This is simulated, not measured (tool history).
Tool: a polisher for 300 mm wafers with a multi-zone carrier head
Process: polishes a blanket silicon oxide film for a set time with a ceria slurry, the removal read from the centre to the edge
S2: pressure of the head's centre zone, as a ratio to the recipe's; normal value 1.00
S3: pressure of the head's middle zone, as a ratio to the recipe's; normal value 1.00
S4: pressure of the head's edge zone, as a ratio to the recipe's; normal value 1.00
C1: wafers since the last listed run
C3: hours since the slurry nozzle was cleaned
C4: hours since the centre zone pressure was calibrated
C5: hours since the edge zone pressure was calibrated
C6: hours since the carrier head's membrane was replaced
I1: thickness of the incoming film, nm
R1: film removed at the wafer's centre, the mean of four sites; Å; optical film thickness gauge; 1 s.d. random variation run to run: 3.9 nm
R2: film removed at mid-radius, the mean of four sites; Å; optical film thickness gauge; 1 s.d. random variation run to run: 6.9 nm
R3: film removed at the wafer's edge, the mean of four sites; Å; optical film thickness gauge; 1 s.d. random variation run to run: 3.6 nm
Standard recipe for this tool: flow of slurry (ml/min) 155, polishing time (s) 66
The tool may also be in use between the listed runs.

{"run": 1, "hour": 0.0, "flow of slurry (ml/min)": 155, "S2": 1.1, "S3": 1.0, "S4": 1.0, "polishing time (s)": 66, "C1": 0, "wafers polished on this pad": 3171, "C3": 256.1, "C4": 578.5, "C5": 144.6, "C6": 34.6, "I1": 1088.1, "R1": 5270, "R2": 4827, "R3": 4777}
{"run": 2, "hour": 34.2, "flow of slurry (ml/min)": 155, "S2": 1.0, "S3": 1.0, "S4": 1.0, "polishing time (s)": 66, "C1": 553, "wafers polished on this pad": 3724, "C3": 290.3, "C4": 612.7, "C5": 178.8, "C6": 68.8, "I1": 1088.4, "R1": 4820, "R2": 4740, "R3": 4848}
{"hour": 40.0, "done": "worn pad replaced by a new one"}
{"run": 3, "hour": 61.2, "flow of slurry (ml/min)": 155, "S2": 1.0, "S3": 1.0, "S4": 1.0, "polishing time (s)": 66, "C1": 371, "wafers polished on this pad": 342, "C3": 317.3, "C4": 639.7, "C5": 205.8, "C6": 95.8, "I1": 1079.9, "R1": 4731, "R2": 4650, "R3": 4804}
{"run": 4, "hour": 76.3, "flow of slurry (ml/min)": 155, "S2": 1.0, "S3": 1.0, "S4": 1.0, "polishing time (s)": 66, "C1": 244, "wafers polished on this pad": 587, "C3": 332.4, "C4": 654.8, "C5": 220.9, "C6": 110.9, "I1": 1078.6, "R1": 4759, "R2": 4870, "R3": 4893}
{"run": 5, "hour": 92.9, "flow of slurry (ml/min)": 155, "S2": 1.0, "S3": 1.0, "S4": 1.0, "polishing time (s)": 66, "C1": 268, "wafers polished on this pad": 855, "C3": 349.0, "C4": 671.4, "C5": 237.5, "C6": 127.5, "I1": 1106.4, "R1": 4816, "R2": 4818, "R3": 4764}
{"run": 6, "hour": 110.3, "flow of slurry (ml/min)": 125, "S2": 0.89, "S3": 1.0, "S4": 1.0, "polishing time (s)": 66, "C1": 281, "wafers polished on this pad": 1136, "C3": 366.4, "C4": 688.8, "C5": 254.9, "C6": 144.9, "I1": 1114.5, "R1": 4058, "R2": 4680, "R3": 4646}
{"run": 7, "hour": 127.6, "flow of slurry (ml/min)": 155, "S2": 1.07, "S3": 1.0, "S4": 1.0, "polishing time (s)": 45, "C1": 279, "wafers polished on this pad": 1416, "C3": 383.7, "C4": 706.1, "C5": 272.2, "C6": 162.2, "I1": 1096.2, "R1": 3486, "R2": 3306, "R3": 3317}
{"hour": 141.7, "done": "centre zone pressure recalibrated"}
{"run": 8, "hour": 174.6, "flow of slurry (ml/min)": 155, "S2": 1.0, "S3": 1.0, "S4": 1.0, "polishing time (s)": 66, "C1": 727, "wafers polished on this pad": 2144, "C3": 430.7, "C4": 32.9, "C5": 319.2, "C6": 209.2, "I1": 1115.8, "R1": 4790, "R2": 4880, "R3": 4782}
{"run": 9, "hour": 197.7, "flow of slurry (ml/min)": 155, "S2": 1.0, "S3": 1.0, "S4": 1.0, "polishing time (s)": 84, "C1": 373, "wafers polished on this pad": 2518, "C3": 453.8, "C4": 56.0, "C5": 342.3, "C6": 232.3, "I1": 1086.7, "R1": 6165, "R2": 6160, "R3": 6051}
{"run": 10, "hour": 219.4, "flow of slurry (ml/min)": 175, "S2": 1.0, "S3": 1.0, "S4": 1.0, "polishing time (s)": 66, "C1": 350, "wafers polished on this pad": 2869, "C3": 475.5, "C4": 77.7, "C5": 364.0, "C6": 254.0, "I1": 1088.4, "R1": 4903, "R2": 5003, "R3": 4834}
{"run": 11, "hour": 236.0, "flow of slurry (ml/min)": 175, "S2": 0.9, "S3": 1.0, "S4": 1.0, "polishing time (s)": 66, "C1": 268, "wafers polished on this pad": 3137, "C3": 492.1, "C4": 94.3, "C5": 380.6, "C6": 270.6, "I1": 1113.4, "R1": 4403, "R2": 4951, "R3": 4926}
{"run": 12, "hour": 251.4, "flow of slurry (ml/min)": 170, "S2": 1.0, "S3": 1.0, "S4": 1.0, "polishing time (s)": 66, "C1": 249, "wafers polished on this pad": 3386, "C3": 507.5, "C4": 109.7, "C5": 396.0, "C6": 286.0, "I1": 1112.9, "R1": 4900, "R2": 4859, "R3": 4821}
{"run": 13, "hour": 271.3, "flow of slurry (ml/min)": 155, "S2": 1.0, "S3": 1.0, "S4": 0.93, "polishing time (s)": 66, "C1": 321, "wafers polished on this pad": 3708, "C3": 527.4, "C4": 129.6, "C5": 415.9, "C6": 305.9, "I1": 1095.0, "R1": 4853, "R2": 4780, "R3": 4553}
{"hour": 300.1, "done": "worn pad replaced by a new one"}
{"run": 14, "hour": 301.8, "flow of slurry (ml/min)": 155, "S2": 0.91, "S3": 1.0, "S4": 1.0, "polishing time (s)": 66, "C1": 428, "wafers polished on this pad": 27, "C3": 557.9, "C4": 160.1, "C5": 446.4, "C6": 336.4, "I1": 1100.8, "R1": 4366, "R2": 4955, "R3": 4790}
{"run": 15, "hour": 322.3, "flow of slurry (ml/min)": 155, "S2": 1.0, "S3": 1.0, "S4": 1.0, "polishing time (s)": 57, "C1": 331, "wafers polished on this pad": 359, "C3": 578.4, "C4": 180.6, "C5": 466.9, "C6": 356.9, "I1": 1105.5, "R1": 4194, "R2": 4041, "R3": 4139}
{"run": 16, "hour": 355.7, "flow of slurry (ml/min)": 105, "S2": 1.0, "S3": 1.0, "S4": 1.0, "polishing time (s)": 66, "C1": 540, "wafers polished on this pad": 899, "C3": 611.8, "C4": 214.0, "C5": 500.3, "C6": 390.3, "I1": 1105.9, "R1": 4287, "R2": 4402, "R3": 4551}
{"run": 17, "hour": 381.4, "flow of slurry (ml/min)": 155, "S2": 0.94, "S3": 1.0, "S4": 0.9, "polishing time (s)": 66, "C1": 415, "wafers polished on this pad": 1315, "C3": 637.5, "C4": 239.7, "C5": 526.0, "C6": 416.0, "I1": 1100.1, "R1": 4517, "R2": 4830, "R3": 4562}
{"run": 18, "hour": 404.9, "flow of slurry (ml/min)": 110, "S2": 1.0, "S3": 0.92, "S4": 1.0, "polishing time (s)": 66, "C1": 380, "wafers polished on this pad": 1695, "C3": 661.0, "C4": 263.2, "C5": 549.5, "C6": 439.5, "I1": 1091.1, "R1": 4360, "R2": 4198, "R3": 4522}
{"run": 19, "hour": 422.8, "flow of slurry (ml/min)": 155, "S2": 1.0, "S3": 1.0, "S4": 1.12, "polishing time (s)": 66, "C1": 289, "wafers polished on this pad": 1984, "C3": 678.9, "C4": 281.1, "C5": 567.4, "C6": 457.4, "I1": 1095.7, "R1": 4806, "R2": 4836, "R3": 5028}
{"run": 20, "hour": 457.9, "flow of slurry (ml/min)": 155, "S2": 1.05, "S3": 1.12, "S4": 1.0, "polishing time (s)": 66, "C1": 567, "wafers polished on this pad": 2552, "C3": 714.0, "C4": 316.2, "C5": 602.5, "C6": 492.5, "I1": 1108.1, "R1": 5012, "R2": 5253, "R3": 4785}
{"run": 21, "hour": 470.6, "flow of slurry (ml/min)": 205, "S2": 1.07, "S3": 1.0, "S4": 1.06, "polishing time (s)": 66, "C1": 205, "wafers polished on this pad": 2757, "C3": 726.7, "C4": 328.9, "C5": 615.2, "C6": 505.2, "I1": 1109.4, "R1": 5397, "R2": 5069, "R3": 5118}
{"hour": 492.4, "done": "slurry nozzle cleaned"}
{"run": 22, "hour": 498.4, "flow of slurry (ml/min)": 155, "S2": 0.92, "S3": 1.0, "S4": 1.12, "polishing time (s)": 77, "C1": 433, "wafers polished on this pad": 3191, "C3": 6.0, "C4": 356.7, "C5": 643.0, "C6": 533.0, "I1": 1082.9, "R1": 5157, "R2": 5600, "R3": 5917}
{"hour": 515.7, "done": "worn pad replaced by a new one"}
{"run": 23, "hour": 523.2, "flow of slurry (ml/min)": 155, "S2": 0.94, "S3": 1.11, "S4": 1.06, "polishing time (s)": 66, "C1": 336, "wafers polished on this pad": 120, "C3": 30.8, "C4": 381.5, "C5": 667.8, "C6": 557.8, "I1": 1103.3, "R1": 4474, "R2": 5219, "R3": 4926}

Entry by entry between the runs, the difference in hidden state between the last listed run before and the first listed run after:
In the gap between runs 2 and 3: worn pad replaced by a new one (hour 40.0)
  the hidden state is the same at both runs
In the gap between runs 7 and 8: centre zone pressure recalibrated (hour 141.7)
  the hidden state is the same at both runs
In the gap between runs 13 and 14: worn pad replaced by a new one (hour 300.1)
  the hidden state is the same at both runs
In the gap between runs 21 and 22: slurry nozzle cleaned (hour 492.4)
  the hidden state is the same at both runs
In the gap between runs 22 and 23: worn pad replaced by a new one (hour 515.7)
  the hidden state is the same at both runs
